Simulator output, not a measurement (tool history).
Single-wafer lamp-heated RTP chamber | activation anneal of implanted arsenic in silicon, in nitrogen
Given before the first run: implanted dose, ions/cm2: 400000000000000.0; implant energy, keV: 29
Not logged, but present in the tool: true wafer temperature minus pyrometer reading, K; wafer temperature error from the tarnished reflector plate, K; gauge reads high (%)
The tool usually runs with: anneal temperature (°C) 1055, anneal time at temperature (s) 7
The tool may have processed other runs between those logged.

run	hour	anneal temperature (°C)	anneal time at temperature (s)	wafers since the last listed run	wafers since the last pyrometer calibration	wafers since the reflector plate was cleaned	hours since the gauge calibration	read-back reference wafer on the same gauge, sheet resistance	sheet resistance of the implanted and annealed layer (ohm/square)
1	0	1045	6	0	4700	1117	201.5	216.03	231.87
2	7.2	1045	6	166	4866	1284	208.7	216.07	231.18
# hour 18.7: pyrometer window cleaned and pyrometer calibrated
3	24.8	1045	6	221	141	1506	226.3	216.04	232.4
4	42.2	1055	5	402	544	1908	243.7	215.98	232.08
5	60.1	1055	5	413	957	2321	261.6	215.98	231.93
6	71.1	1055	7	254	1211	2575	272.6	215.98	230.09
7	81.3	1070	7	235	1447	2811	282.8	216.02	228.81
8	90	1055	4	201	1648	3012	291.5	215.98	232.81
9	101.2	1055	4	258	1907	3271	302.7	216.09	232.59
10	116.5	1055	4	353	2260	3625	318	215.91	232.91
11	127.1	1067	9	244	2505	3869	328.6	215.95	227.73
12	143.1	1067	9	369	2875	4239	344.6	216	227.99
13	155.8	1055	7	293	3168	4533	357.3	215.95	230.09
14	164.3	1069	9	196	3365	4729	365.8	215.99	227.15
15	171.3	1079	10	161	3527	4891	372.8	215.97	225.65
16	182.3	1073	7	254	3781	5145	383.8	216.02	228.14
# hour 189.8: gauge calibrated
17	196.7	1041	6	332	4113	5478	6.9	216.05	231.71
18	204.2	1055	7	173	4287	5651	14.4	216	229.4
19	214.6	1055	7	240	4527	5891	24.8	216.01	229.64
20	221.4	1080	9	157	4684	6048	31.6	215.93	226.52
# hour 242.7: pyrometer window cleaned and pyrometer calibrated
21	243.2	1055	7	318	10	6367	53.4	216.04	230.59
22	248.8	1055	10	129	140	6497	59	215.96	228.82
# hour 263.1: reflector plate cleaned
23	281	1036	7	559	699	414	91.2	215.9	232.91
24	290.4	1046	11	217	916	631	100.6	216.05	229.19
25	297.1	1055	7	154	1071	786	107.3	215.91	229.78
26	314.7	1046	7	406	1477	1193	124.9	215.97	231.1
27	325.7	1055	7	254	1732	1447	135.9	216.04	229.87
28	342	1055	9	376	2108	1823	152.2	216.05	229.31
29	352.1	1055	7	233	2342	2057	162.3	216.07	230.35

Predict each of these 5 candidate next runs independently; none follows another, all start after run 29:
A	352.5	1044	7	9	2351	2066	162.7	?	?
B	352.5	1070	9	9	2351	2066	162.7	?	?
C	352.5	1027	7	9	2351	2066	162.7	?	?
D	352.5	1039	9	9	2351	2066	162.7	?	?
E	352.5	1055	11	9	2351	2066	162.7	?	?

run	read-back reference wafer on the same gauge, sheet resistance	sheet resistance of the implanted and annealed layer (ohm/square)
A	215.98	231.24
B	215.98	227.62
C	215.98	232.82
D	215.98	230.63
E	215.98	228.21
Had the tool no hidden state, the same runs would have come out as:
run	sheet resistance of the implanted and annealed layer (ohm/square)
A	231.91
B	228.32
C	233.45
D	231.3
E	228.9
